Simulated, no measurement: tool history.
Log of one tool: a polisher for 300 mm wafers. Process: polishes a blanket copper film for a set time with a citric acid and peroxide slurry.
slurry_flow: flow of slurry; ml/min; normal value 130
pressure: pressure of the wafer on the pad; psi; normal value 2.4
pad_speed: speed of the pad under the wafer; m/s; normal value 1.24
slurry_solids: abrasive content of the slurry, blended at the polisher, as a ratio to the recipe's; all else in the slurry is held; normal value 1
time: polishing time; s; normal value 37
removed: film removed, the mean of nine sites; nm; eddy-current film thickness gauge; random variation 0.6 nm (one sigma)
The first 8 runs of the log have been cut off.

run,hour,slurry_flow,pressure,pad_speed,slurry_solids,time,wafers since the last listed run,wafers polished on this pad,hours since the slurry nozzle was cleaned,hours since the head pressure was calibrated,hours since the slurry blender was calibrated,"incoming thickness of the incoming film, nm",removed
9,665.8,130,2.4,1.24,1,37,575,1988,203.9,69,145,1148.6,73.3
# hour 723.8: slurry nozzle cleaned, repeated, since the last time left the tool worse
10,736.6,130,2.4,1.24,1,37,600,2589,12.8,139.8,215.8,1157.3,86.2
# hour 755.9: worn pad replaced by a new one
11,765.7,130,2.4,1.24,1,37,216,84,41.9,168.9,244.9,1151.9,85.9
12,790.6,130,2.4,1.24,1,37,214,298,66.8,193.8,269.8,1148.9,85.8
13,828,130,2.4,1.24,1.2,37,322,620,104.2,231.2,307.2,1141.5,87.2
14,876.2,130,2.4,1.24,1,37,414,1035,152.4,279.4,355.4,1126.9,83
15,924.3,130,2.4,1.24,1,37,414,1449,200.5,327.5,403.5,1159.9,82.8
# hour 948.6: slurry blender recalibrated
16,957.3,130,2.4,0.82,1,37,266,1716,233.5,360.5,8.7,1136.3,56
17,1017.7,115,2.4,1.24,0.9,37,520,2236,293.9,420.9,69.1,1163,80.2
18,1067.1,95,2.4,1.4,1,37,425,2662,343.3,470.3,118.5,1156.2,86.5
19,1101.1,130,2.4,1.42,1,37,292,2954,377.3,504.3,152.5,1148.1,94.1
# hour 1109.5: worn pad replaced by a new one
# hour 1133.4: slurry nozzle cleaned
20,1142.7,105,1.6,1.24,1,37,315,277,9.3,545.9,194.1,1168.1,65.1
21,1287.1,150,2,1.24,0.9,37,1243,1520,153.7,690.3,338.5,1163.6,76.1
22,1315,130,2.2,1.04,1,37,240,1760,181.6,718.2,366.4,1155.9,67.4
23,1371.1,130,2.9,1.04,1,37,483,2243,237.7,774.3,422.5,1146.8,79.9
# hour 1374.6: head pressure recalibrated
# hour 1391.6: slurry blender recalibrated
# hour 1424.5: worn pad replaced by a new one
24,1442.2,110,2.4,1.24,1,28,543,152,308.8,67.6,50.6,1149,59.5
# hour 1519.9: slurry nozzle cleaned
25,1580.3,130,2.4,1.58,1,37,1180,1332,60.4,205.7,188.7,1146.5,107.7
26,1612.2,130,2.4,1.24,1,37,274,1607,92.3,237.6,220.6,1165.7,84.6
27,1682.8,130,2.4,1.24,1,37,607,2214,162.9,308.2,291.2,1150.2,83.6
28,1730.6,165,1.9,1.24,1.15,37,411,2626,210.7,356,339,1149.1,77.5
29,1769.4,130,3.1,0.82,1,48,334,2960,249.5,394.8,377.8,1169.4,85.6
30,1798.7,105,1.6,1.46,1,25,252,3212,278.8,424.1,407.1,1168,50.1

Branching from run 30: 4 alternative next runs. What would each branch give?
A,1799.1,130,2.4,1.24,1,37,3,3216,279.2,424.5,407.5,1155.3,?
B,1799.1,130,1.6,0.92,1.25,49,3,3216,279.2,424.5,407.5,1155.3,?
C,1799.1,85,2.4,1.24,0.7,50,3,3216,279.2,424.5,407.5,1155.3,?
D,1799.1,130,2.7,1.68,1.2,46,3,3216,279.2,424.5,407.5,1155.3,?

run,removed
A,83.8
B,68.6
C,96
D,156
What these runs would have given with no unlogged condition in the tool:
run,removed
A,87.4
B,71.5
C,101.9
D,162.8

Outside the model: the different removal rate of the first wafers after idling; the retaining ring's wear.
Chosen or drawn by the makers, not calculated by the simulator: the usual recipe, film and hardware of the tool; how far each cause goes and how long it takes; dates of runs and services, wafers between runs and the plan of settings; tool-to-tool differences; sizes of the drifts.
